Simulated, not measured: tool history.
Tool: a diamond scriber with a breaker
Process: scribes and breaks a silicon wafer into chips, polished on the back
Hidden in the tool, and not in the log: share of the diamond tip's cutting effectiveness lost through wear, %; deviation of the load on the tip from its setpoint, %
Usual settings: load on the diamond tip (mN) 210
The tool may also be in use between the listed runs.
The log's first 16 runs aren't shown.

| run | hour | load on the diamond tip (mN) | wafers since the last listed run | hours since the diamond tip was replaced | hours since the load on the tip was calibrated | incoming depth of the damage left on the back of the incoming wafer, um | depth of the median crack under the scribed line (µm) | chips rejected at inspection after the break (%) |
|---|---|---|---|---|---|---|---|---|
| 17 | 423.3 | 210 | 209 | 301.2 | 1694.6 | 0.02 | 15.42 | 1.31 |
| 18 | 456.5 | 210 | 90 | 334.4 | 1727.8 | 0.02 | 14.81 | 1.35 |
|  | 468.9 | load on the tip recalibrated |
| 19 | 555.7 | 194 | 266 | 433.6 | 86.8 | 0.04 | 14.46 | 1.51 |
| 20 | 589.6 | 260 | 92 | 467.5 | 120.7 | 0.03 | 17.01 | 3.07 |
|  | 608.7 | diamond tip replaced by a new one |
| 21 | 620.6 | 210 | 79 | 11.9 | 151.7 | 0.03 | 15.26 | 1.32 |
| 22 | 632.6 | 162 | 32 | 23.9 | 163.7 | 0.02 | 12.81 | 3.75 |
| 23 | 662.2 | 149 | 81 | 53.5 | 193.3 | 0.03 | 12.14 | 5.44 |
| 24 | 691.5 | 156 | 80 | 82.8 | 222.6 | 0.04 | 12.71 | 4.6 |
| 25 | 716.9 | 270 | 69 | 108.2 | 248 | 0.02 | 17.91 | 4.21 |
| 26 | 742.9 | 268 | 71 | 134.2 | 274 | 0.04 | 17.08 | 3.83 |
| 27 | 770.4 | 190 | 75 | 161.7 | 301.5 | 0.03 | 14.52 | 1.64 |
| 28 | 800.9 | 154 | 83 | 192.2 | 332 | 0.03 | 12.96 | 4.7 |
| 29 | 833.8 | 180 | 90 | 225.1 | 364.9 | 0.02 | 13.65 | 2.04 |
| 30 | 858.5 | 181 | 67 | 249.8 | 389.6 | 0.02 | 13.61 | 2.14 |
| 31 | 889.2 | 241 | 84 | 280.5 | 420.3 | 0.04 | 16.59 | 2.15 |
| 32 | 906 | 258 | 45 | 297.3 | 437.1 | 0.04 | 16.73 | 3.21 |
| 33 | 927.4 | 210 | 58 | 318.7 | 458.5 | 0.04 | 15.51 | 1.32 |
| 34 | 950.4 | 271 | 62 | 341.7 | 481.5 | 0.04 | 17.54 | 4.47 |
| 35 | 980.2 | 188 | 81 | 371.5 | 511.3 | 0.04 | 14.02 | 1.78 |
| 36 | 1032.7 | 210 | 143 | 424 | 563.8 | 0.04 | 14.79 | 1.25 |
| 37 | 1055.3 | 210 | 61 | 446.6 | 586.4 | 0.03 | 15.16 | 1.37 |
|  | 1067.5 | diamond tip replaced by a new one |
| 38 | 1090.3 | 150 | 90 | 22.8 | 621.4 | 0.04 | 12.49 | 5.3 |

The next listed run, before its measurement:
| 39 | 1112.8 | 210 | 61 | 45.3 | 643.9 | 0.02 | ? | ? |

depth of the median crack under the scribed line (µm): 15.25
chips rejected at inspection after the break (%): 1.36
Without the tool's hidden state the same run would have given depth of the median crack under the scribed line (µm) 15.25, chips rejected at inspection after the break (%) 1.36.

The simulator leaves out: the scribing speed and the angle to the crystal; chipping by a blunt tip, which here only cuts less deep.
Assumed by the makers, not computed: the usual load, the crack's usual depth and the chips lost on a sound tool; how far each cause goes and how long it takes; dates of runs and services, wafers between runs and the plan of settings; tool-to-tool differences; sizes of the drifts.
